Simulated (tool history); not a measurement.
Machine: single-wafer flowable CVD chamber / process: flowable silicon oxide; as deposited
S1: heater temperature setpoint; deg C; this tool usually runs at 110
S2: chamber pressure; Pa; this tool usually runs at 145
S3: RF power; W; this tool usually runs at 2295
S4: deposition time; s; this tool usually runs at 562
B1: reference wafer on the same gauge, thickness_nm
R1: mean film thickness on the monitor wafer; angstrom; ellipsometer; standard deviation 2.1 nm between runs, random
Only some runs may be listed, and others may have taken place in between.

run   hour   S1   S2    S3   S4       B1       R1
  1      0  121  145  2295  562  407.139  2376.44
  2      9  110  145  2295  562   406.36  3324.37
  3   16.5  110  145  2475  562  407.321  3401.52
  4   23.4  110  145  2475  562  407.496  3440.96
  5   31.8  110  145  2295  562  407.027  3354.86
  6   45.1  110  145  2295  562  406.688   3359.1
  7   53.3  110  145  2295  562   407.07  3337.27
  8   63.4  110  133  2295  562  407.136  3075.71
  9   78.4  110  133  2295  562  407.217  3041.87
      96.4  -- capacitance manometer re-zeroed and calibrated
 10   96.9  100  145  2295  594  407.068  5464.79
 11  104.6   96  145  2675  562  406.786  5977.44
 12  121.3  110  145  2295  562   407.03  3662.72
 13  129.1  125  135  1930  648  407.652  2394.25
 14  141.1  110  145  2295  562  407.614  3596.91
 15  147.8  110  145  2295  562   407.18  3648.11
     158.5  -- RF generator calibrated
     169.4  -- thermocouple changed; heater temperature recalibrated
 16  169.9  110  127  2295  562  406.537  3147.25
     197.5  -- showerhead replaced
 17  203.8  110  145  2295  562  407.197   3622.4
 18  218.3  110  145  2470  562  407.139  3660.88
     221.7  -- gauge calibrated
 19  226.2  114  155  2465  596  407.133  3624.13
 20  236.5  121  145  2445  634   407.31  2883.44
 21    253  110  145  2295  562   407.58  3577.92
 22  270.2  110  145  2295  562  406.994  3585.73
 23  276.3  116  136  2445  513  407.494   2538.9
 24  287.9  125  164  2050  562  406.495  2496.19
 25  302.6  121  145  2295  562  407.506  2512.65
 26  317.4  120  145  2295  482  406.701  2218.49
 27  325.9  110  145  2295  531   406.28  3369.63
 28    342  110  127  2295  602  407.315  3311.76

Predict each of these 4 candidate next runs independently; none follows another, all start after run 28:
  A  342.6  110  145  2295  562   ?   ?
  B  342.6  110  145  2295  514   ?   ?
  C  342.6  110  133  2685  669   ?   ?
  D  342.6  110  169  2650  620   ?   ?

run       B1       R1
  A  406.548   3609.5
  B  406.548  3301.21
  C  406.548  4026.26
  D  406.548  4728.86
Stripped of hidden state, with their random variation kept, the same runs would have yielded:
run       R1
  A  3689.88
  B  3374.73
  C  4124.45
  D  4834.17

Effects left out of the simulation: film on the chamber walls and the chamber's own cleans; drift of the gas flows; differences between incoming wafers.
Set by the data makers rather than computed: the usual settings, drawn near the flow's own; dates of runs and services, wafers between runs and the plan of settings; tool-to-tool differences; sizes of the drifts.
